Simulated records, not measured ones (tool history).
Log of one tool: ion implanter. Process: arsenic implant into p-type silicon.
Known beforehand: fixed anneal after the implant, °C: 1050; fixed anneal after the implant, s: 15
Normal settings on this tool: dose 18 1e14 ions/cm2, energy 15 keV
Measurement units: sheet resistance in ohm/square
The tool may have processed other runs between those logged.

run,day,dose,energy,wafers since the last listed run,hours since the last dose calibration,hours since the extraction supply was calibrated,hours since the gauge calibration,"read-back reference wafer on the same gauge, sheet resistance",sheet resistance
1,0,18,11,0,1862.4,4139.1,107.7,78.87,91.61
2,2.554,18,11,721,1923.7,4200.4,169,78.9,91.4
3,4.35,18,11,507,1966.8,4243.5,212.1,78.92,91.63
4,6.558,13.84,15,623,2019.8,4296.5,265.1,78.98,98.8
5,8.758,18,15,621,2072.6,4349.3,317.9,78.96,88.82
6,10.804,18,15,578,2121.7,4398.4,367,78.88,88.84
7,13.079,18,15,642,2176.3,4453,421.6,78.94,88.65
8,15.921,20.34,15,802,2244.5,4521.2,489.8,78.94,85.21
9,17.925,20.34,15,566,2292.6,4569.3,537.9,78.81,85.41
10,19.354,16.83,15,403,2326.9,4603.6,572.2,78.93,90.94
# day 20.862: Faraday cup replaced and dose calibrated
11,21.658,18,15,556,19.1,4658.9,627.5,78.87,87.63
12,22.983,18,15,374,50.9,4690.7,659.3,78.96,87.62
# day 24.917: extraction supply calibrated
13,25.779,16.16,20,695,118,20.7,726.4,78.93,87.01
# day 26.833: gauge calibrated
14,32.529,21.36,13,1907,280,182.7,136.7,78.9,84.75
15,33.992,18,18.5,413,315.1,217.8,171.8,78.9,84.83
16,36.912,18,15,825,385.2,287.9,241.9,78.86,87.62
17,39.946,18,15,857,458,360.7,314.7,78.86,87.96
18,42.929,22.4,18,842,529.6,432.3,386.3,78.85,79.37
19,45.275,21.59,15,662,585.9,488.6,442.6,78.89,83.26
20,46.512,18,10.5,349,615.6,518.3,472.3,78.83,91.32
21,48.179,14.44,17,470,655.6,558.3,512.3,78.92,94.53
22,49.471,13.81,15,364,686.6,589.3,543.3,78.92,97.71
23,51.438,18,12.5,555,733.8,636.5,590.5,78.86,89.96
24,53.938,18,15,706,793.8,696.5,650.5,78.86,87.98

Measured result minus the same run's result without the hidden state. Both carry the same run-to-run variation, though not necessarily the same gauge scatter:
Unlogged tool condition in this case: deviation of the true dose from the Faraday cup's reading, %; deviation of the true energy from its setpoint, %; gauge reads high (%).
run,sheet resistance
1,+1.16
2,+1.19
3,+1.23
4,+1.93
5,+1.33
6,+1.36
7,+1.4
8,+1.22
9,+1.25
10,+1.66
11,+0.23
12,+0.25
13,+0.36
14,+0.31
15,+0.43
16,+0.46
17,+0.52
18,+0.43
19,+0.46
20,+0.59
21,+0.9
22,+0.99
23,+0.67
24,+0.73
